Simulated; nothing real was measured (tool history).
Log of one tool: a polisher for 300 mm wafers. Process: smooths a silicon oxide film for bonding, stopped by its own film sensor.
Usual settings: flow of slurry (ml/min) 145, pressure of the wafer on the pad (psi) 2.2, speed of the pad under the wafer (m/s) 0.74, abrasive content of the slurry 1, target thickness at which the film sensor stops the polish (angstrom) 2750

| run | hour | flow of slurry (ml/min) | pressure of the wafer on the pad (psi) | speed of the pad under the wafer (m/s) | abrasive content of the slurry | target thickness at which the film sensor stops the polish (angstrom) | incoming thickness of the incoming film, nm | time until the film sensor stopped the polish (s) |
|---|---|---|---|---|---|---|---|---|
| 1 | 0 | 145 | 2 | 0.6 | 1 | 2750 | 316.7 | 99.2 |
| 2 | 9 | 145 | 2 | 0.6 | 1 | 2750 | 320.2 | 108.8 |
| 3 | 23 | 145 | 2 | 0.6 | 1 | 2750 | 325.7 | 123.9 |
| 4 | 31.3 | 145 | 2.2 | 0.74 | 1 | 2750 | 320.1 | 88.3 |
| 5 | 40.2 | 145 | 2.2 | 0.74 | 1 | 2750 | 322.7 | 93 |
| 6 | 49.9 | 145 | 2.2 | 0.74 | 1 | 2750 | 316.9 | 81.6 |
|  | 61.9 | worn pad replaced by a new one |
| 7 | 67.2 | 145 | 2.2 | 0.74 | 1 | 2750 | 319.3 | 88.4 |
| 8 | 79.7 | 145 | 2.2 | 0.74 | 1.2 | 2750 | 319.4 | 79 |
|  | 130.1 | worn pad replaced by a new one |
| 9 | 130.5 | 145 | 2.2 | 0.74 | 1 | 2750 | 324 | 103.1 |
|  | 135.5 | slurry nozzle cleaned |
|  | 142 | slurry blender recalibrated |
| 10 | 147.3 | 145 | 2.2 | 0.74 | 1 | 2750 | 325.4 | 89.3 |
| 11 | 159 | 145 | 2.2 | 0.74 | 1 | 2750 | 318.5 | 79 |
| 12 | 175.2 | 145 | 2.2 | 0.74 | 1 | 2750 | 317.3 | 74.1 |
| 13 | 186.2 | 145 | 2.2 | 0.74 | 1 | 2750 | 315.8 | 71.8 |
| 14 | 197.2 | 115 | 2.9 | 0.6 | 1 | 2610 | 322.7 | 101.6 |
|  | 209.5 | head pressure recalibrated |
| 15 | 214.3 | 145 | 2.2 | 0.74 | 1 | 2750 | 321.3 | 84.3 |
|  | 218.7 | worn pad replaced by a new one |
| 16 | 228.2 | 180 | 2.2 | 0.82 | 1 | 2690 | 324.1 | 91.5 |
| 17 | 240.6 | 175 | 3 | 0.54 | 0.8 | 2750 | 318.9 | 83.6 |
| 18 | 257.8 | 180 | 2.2 | 0.84 | 1 | 2750 | 316.6 | 67.8 |
| 19 | 270.3 | 165 | 2.2 | 0.66 | 1 | 2750 | 314.4 | 77.2 |
| 20 | 277.9 | 145 | 2.2 | 0.74 | 1 | 2750 | 313.3 | 71.1 |
|  | 288.5 | worn pad replaced by a new one |
| 21 | 289 | 100 | 1.9 | 0.74 | 0.85 | 2900 | 320.2 | 73 |
| 22 | 295.7 | 145 | 2.2 | 0.74 | 1 | 2750 | 325.2 | 91.5 |
| 23 | 311.6 | 145 | 2.6 | 0.74 | 1.2 | 2750 | 318.5 | 62.1 |
| 24 | 330.2 | 115 | 2.8 | 0.74 | 1.3 | 2910 | 319.2 | 38.4 |
| 25 | 354.9 | 145 | 2.2 | 0.74 | 1 | 2890 | 321.5 | 61.8 |
|  | 359.4 | worn pad replaced by a new one |
| 26 | 398.5 | 120 | 2.2 | 0.74 | 0.9 | 2750 | 319 | 92.5 |

Forecast each of these 5 alternatives for the next run:
| A | 399 | 145 | 2.2 | 0.96 | 1 | 2750 | 319.8 | ? |
| B | 399 | 145 | 1.4 | 0.74 | 1 | 2750 | 319.8 | ? |
| C | 399 | 145 | 2.7 | 0.74 | 1 | 2750 | 319.8 | ? |
| D | 399 | 105 | 2.7 | 0.74 | 0.8 | 2750 | 319.8 | ? |
| E | 399 | 110 | 1.8 | 0.74 | 0.75 | 2900 | 319.8 | ? |

| run | time until the film sensor stopped the polish (s) |
|---|---|
| A | 72 |
| B | 128.5 |
| C | 72.2 |
| D | 86.7 |
| E | 86 |
Without the tool's hidden state the same runs would have given:
| run | time until the film sensor stopped the polish (s) |
|---|---|
| A | 65.7 |
| B | 117.2 |
| C | 65.9 |
| D | 78 |
| E | 77.2 |
